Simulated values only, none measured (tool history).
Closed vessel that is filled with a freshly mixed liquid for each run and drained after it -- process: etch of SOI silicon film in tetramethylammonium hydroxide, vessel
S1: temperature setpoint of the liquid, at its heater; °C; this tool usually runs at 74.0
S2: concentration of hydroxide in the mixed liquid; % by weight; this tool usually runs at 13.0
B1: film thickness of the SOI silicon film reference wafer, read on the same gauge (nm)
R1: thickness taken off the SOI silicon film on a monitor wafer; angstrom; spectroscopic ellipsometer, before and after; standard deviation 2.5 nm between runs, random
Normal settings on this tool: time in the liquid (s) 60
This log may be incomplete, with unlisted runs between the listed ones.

run 1 hour=0.0 | S1=74.0 S2=13.0 time_in_the_liquid_(s)=60 | B1=40.00 | R1=4763.4
run 2 hour=27.2 | S1=74.0 S2=13.0 time_in_the_liquid_(s)=80 | B1=39.99 | R1=6416.6
run 3 hour=72.8 | S1=74.0 S2=13.0 time_in_the_liquid_(s)=60 | B1=39.98 | R1=4850.2
run 4 hour=119.0 | S1=74.0 S2=13.0 time_in_the_liquid_(s)=60 | B1=40.01 | R1=4771.2
run 5 hour=150.6 | S1=74.0 S2=13.0 time_in_the_liquid_(s)=60 | B1=39.97 | R1=4729.1
run 6 hour=214.0 | S1=74.0 S2=13.0 time_in_the_liquid_(s)=60 | B1=40.00 | R1=4715.8
-- hour=261.8 thermometer replaced
run 7 hour=270.0 | S1=74.0 S2=13.0 time_in_the_liquid_(s)=60 | B1=40.03 | R1=5034.8
run 8 hour=300.7 | S1=74.0 S2=13.0 time_in_the_liquid_(s)=60 | B1=39.99 | R1=5059.4
run 9 hour=357.9 | S1=74.0 S2=13.0 time_in_the_liquid_(s)=60 | B1=39.98 | R1=4994.8
-- hour=379.5 hydroxide flow meter replaced
run 10 hour=423.8 | S1=69.0 S2=11.5 time_in_the_liquid_(s)=85 | B1=40.00 | R1=5665.6
run 11 hour=492.9 | S1=66.5 S2=13.0 time_in_the_liquid_(s)=40 | B1=39.98 | R1=2170.0
run 12 hour=534.4 | S1=79.5 S2=15.5 time_in_the_liquid_(s)=85 | B1=40.01 | R1=8980.5
run 13 hour=569.9 | S1=74.0 S2=13.0 time_in_the_liquid_(s)=60 | B1=40.00 | R1=5025.4
run 14 hour=627.8 | S1=70.0 S2=13.0 time_in_the_liquid_(s)=60 | B1=39.99 | R1=3977.1
run 15 hour=696.2 | S1=74.0 S2=13.0 time_in_the_liquid_(s)=90 | B1=39.99 | R1=7490.5
run 16 hour=759.6 | S1=74.0 S2=11.0 time_in_the_liquid_(s)=75 | B1=40.01 | R1=6665.7
run 17 hour=809.1 | S1=74.0 S2=13.0 time_in_the_liquid_(s)=60 | B1=40.00 | R1=4974.4
run 18 hour=872.3 | S1=74.0 S2=13.0 time_in_the_liquid_(s)=60 | B1=40.02 | R1=4866.2
-- hour=911.6 gauge calibrated
run 19 hour=933.3 | S1=79.0 S2=13.0 time_in_the_liquid_(s)=90 | B1=40.02 | R1=9780.7
run 20 hour=986.7 | S1=74.0 S2=13.0 time_in_the_liquid_(s)=60 | B1=40.00 | R1=4881.7
run 21 hour=1026.2 | S1=74.0 S2=13.0 time_in_the_liquid_(s)=60 | B1=39.99 | R1=4883.3
run 22 hour=1084.7 | S1=74.0 S2=13.0 time_in_the_liquid_(s)=60 | B1=40.02 | R1=4881.4
run 23 hour=1126.0 | S1=74.0 S2=13.0 time_in_the_liquid_(s)=60 | B1=39.98 | R1=4829.2
run 24 hour=1178.5 | S1=68.0 S2=16.0 time_in_the_liquid_(s)=35 | B1=39.99 | R1=1782.4
run 25 hour=1217.5 | S1=78.0 S2=16.5 time_in_the_liquid_(s)=75 | B1=40.00 | R1=6822.5
run 26 hour=1255.9 | S1=66.5 S2=13.0 time_in_the_liquid_(s)=60 | B1=40.02 | R1=3071.6
run 27 hour=1283.2 | S1=74.0 S2=16.0 time_in_the_liquid_(s)=60 | B1=40.00 | R1=4363.7
-- hour=1313.6 thermometer replaced
run 28 hour=1343.3 | S1=74.0 S2=13.0 time_in_the_liquid_(s)=60 | B1=40.00 | R1=5050.1
run 29 hour=1399.5 | S1=74.0 S2=9.5 time_in_the_liquid_(s)=50 | B1=40.00 | R1=4725.6
run 30 hour=1436.0 | S1=70.0 S2=17.0 time_in_the_liquid_(s)=60 | B1=40.00 | R1=3555.0
run 31 hour=1498.1 | S1=74.0 S2=13.0 time_in_the_liquid_(s)=60 | B1=40.00 | R1=5022.4
run 32 hour=1531.3 | S1=74.0 S2=13.0 time_in_the_liquid_(s)=40 | B1=40.00 | R1=3297.8
run 33 hour=1568.2 | S1=80.0 S2=13.0 time_in_the_liquid_(s)=60 | B1=40.01 | R1=6986.0

Some steps in R1 between neighbouring runs. How much of each would the tool show without its hidden state too (settings, what came in, random variation), and how much is left for the hidden state, with any gauge scatter that isn't in both results?
Hidden state present: liquid colder than its thermometer reads (K); hydroxide flow above the setpoint (%); gauge reads high (%).
Run 6 -> 7: thermometer replaced. R1 +319.0 angstrom: hidden state +286.8, all else +32.2.
Run 11 -> 12: S1 66.5 -> 79.5, S2 13.0 -> 15.5, time in the liquid (s) 40 -> 85. R1 +6810.5 angstrom: hidden state -144.9, all else +6955.4.
Run 18 -> 19: S1 74.0 -> 79.0, time in the liquid (s) 60 -> 90, gauge calibrated. R1 +4914.5 angstrom: hidden state -269.0, all else +5183.5.
Run 24 -> 25: S1 68.0 -> 78.0, S2 16.0 -> 16.5, time in the liquid (s) 35 -> 75. R1 +5040.1 angstrom: hidden state -353.5, all else +5393.6.
